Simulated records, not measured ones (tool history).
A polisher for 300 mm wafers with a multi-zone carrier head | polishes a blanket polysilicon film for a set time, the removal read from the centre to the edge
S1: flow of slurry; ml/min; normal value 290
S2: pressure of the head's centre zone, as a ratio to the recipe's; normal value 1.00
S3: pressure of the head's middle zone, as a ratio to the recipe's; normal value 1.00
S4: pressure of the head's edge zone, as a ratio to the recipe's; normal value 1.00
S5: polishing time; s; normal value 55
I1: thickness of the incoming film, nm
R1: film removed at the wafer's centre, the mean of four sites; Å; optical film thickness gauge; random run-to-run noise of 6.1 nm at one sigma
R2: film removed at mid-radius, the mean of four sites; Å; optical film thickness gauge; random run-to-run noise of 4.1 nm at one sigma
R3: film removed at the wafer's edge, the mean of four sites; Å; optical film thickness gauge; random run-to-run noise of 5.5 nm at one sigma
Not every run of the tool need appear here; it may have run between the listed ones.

run 1 hour=0.0 | S1=290 S2=1.00 S3=1.00 S4=1.00 S5=55 | I1=2151.0 | R1=4780 R2=4321 R3=4402
-- hour=13.3 centre zone pressure recalibrated
run 2 hour=59.8 | S1=290 S2=1.00 S3=1.00 S4=1.00 S5=55 | I1=2189.7 | R1=4179 R2=4326 R3=4313
-- hour=141.5 worn pad replaced by a new one
run 3 hour=166.3 | S1=290 S2=1.00 S3=1.00 S4=1.00 S5=55 | I1=2156.6 | R1=4261 R2=4275 R3=4303
-- hour=190.8 slurry nozzle cleaned
run 4 hour=212.7 | S1=290 S2=1.00 S3=0.95 S4=1.00 S5=55 | I1=2163.3 | R1=4702 R2=4350 R3=4532
run 5 hour=280.9 | S1=290 S2=1.00 S3=1.00 S4=1.03 S5=55 | I1=2133.4 | R1=4558 R2=4600 R3=4578
run 6 hour=381.4 | S1=290 S2=1.00 S3=1.00 S4=1.03 S5=55 | I1=2124.9 | R1=4603 R2=4551 R3=4536
run 7 hour=475.6 | S1=290 S2=1.00 S3=1.00 S4=1.03 S5=55 | I1=2163.6 | R1=4579 R2=4582 R3=4471
-- hour=514.4 worn pad replaced by a new one
run 8 hour=524.3 | S1=290 S2=1.00 S3=0.94 S4=1.00 S5=55 | I1=2131.3 | R1=4591 R2=4210 R3=4555
run 9 hour=596.6 | S1=290 S2=1.00 S3=1.00 S4=0.92 S5=55 | I1=2167.7 | R1=4507 R2=4420 R3=4293
run 10 hour=652.4 | S1=290 S2=1.00 S3=1.00 S4=0.92 S5=55 | I1=2155.5 | R1=4545 R2=4342 R3=4289
-- hour=661.9 carrier head's membrane replaced by a new one
run 11 hour=714.0 | S1=290 S2=1.00 S3=1.00 S4=0.92 S5=55 | I1=2138.7 | R1=4638 R2=4350 R3=4284
run 12 hour=754.3 | S1=290 S2=1.00 S3=1.00 S4=1.00 S5=55 | I1=2142.5 | R1=4438 R2=4331 R3=4411
-- hour=802.4 worn pad replaced by a new one
run 13 hour=823.7 | S1=290 S2=1.00 S3=1.00 S4=1.03 S5=55 | I1=2174.3 | R1=4482 R2=4351 R3=4306
run 14 hour=906.9 | S1=245 S2=0.94 S3=1.00 S4=1.00 S5=69 | I1=2185.4 | R1=5300 R2=5196 R3=5374
run 15 hour=982.5 | S1=290 S2=0.92 S3=0.92 S4=1.00 S5=65 | I1=2154.8 | R1=4908 R2=4644 R3=5028
-- hour=991.5 slurry nozzle cleaned
run 16 hour=1057.2 | S1=290 S2=1.03 S3=1.00 S4=1.00 S5=49 | I1=2143.2 | R1=4602 R2=4004 R3=3994
-- hour=1112.8 worn pad replaced by a new one
run 17 hour=1133.5 | S1=290 S2=1.08 S3=1.00 S4=1.00 S5=55 | I1=2125.0 | R1=5482 R2=4557 R3=4570
-- hour=1145.2 edge zone pressure recalibrated
-- hour=1145.3 centre zone pressure recalibrated
run 18 hour=1199.4 | S1=290 S2=0.89 S3=0.89 S4=1.00 S5=64 | I1=2159.5 | R1=4649 R2=4747 R3=5128
run 19 hour=1256.5 | S1=190 S2=1.11 S3=1.00 S4=1.06 S5=55 | I1=2128.3 | R1=4621 R2=4253 R3=4428
-- hour=1401.3 worn pad replaced by a new one
run 20 hour=1436.2 | S1=245 S2=0.93 S3=1.06 S4=0.93 S5=55 | I1=2168.3 | R1=4114 R2=4504 R3=4216
run 21 hour=1519.0 | S1=290 S2=1.00 S3=1.00 S4=0.92 S5=55 | I1=2138.0 | R1=4375 R2=4360 R3=4301
-- hour=1527.2 carrier head's membrane replaced by a new one
run 22 hour=1623.7 | S1=290 S2=1.00 S3=1.09 S4=1.00 S5=55 | I1=2147.9 | R1=4467 R2=4762 R3=4455

The logged runs with the hidden state left out (each run's random variation unchanged):
Hidden state present: removal rate lost through wear of the pad, %; slurry flow missing at the pad, %; deviation of the centre zone's pressure from its setpoint, %; deviation of the edge zone's pressure from its setpoint, %.
run=1 R1=4670 R2=4559 R3=4580
run=2 R1=4519 R2=4594 R3=4512
run=3 R1=4675 R2=4607 R3=4550
run=4 R1=4779 R2=4383 R3=4559
run=5 R1=4640 R2=4654 R3=4619
run=6 R1=4691 R2=4636 R3=4600
run=7 R1=4668 R2=4699 R3=4557
run=8 R1=4680 R2=4335 R3=4656
run=9 R1=4593 R2=4580 R3=4409
run=10 R1=4629 R2=4522 R3=4421
run=11 R1=4721 R2=4560 R3=4437
run=12 R1=4516 R2=4559 R3=4583
run=13 R1=4557 R2=4618 R3=4501
run=14 R1=5467 R2=5649 R3=5711
run=15 R1=4990 R2=5042 R3=5342
run=16 R1=4254 R2=4036 R3=4017
run=17 R1=5022 R2=4615 R3=4612
run=18 R1=4767 R2=4825 R3=5191
run=19 R1=4812 R2=4386 R3=4529
run=20 R1=4302 R2=4692 R3=4346
run=21 R1=4558 R2=4549 R3=4440
run=22 R1=4673 R2=5024 R3=4637
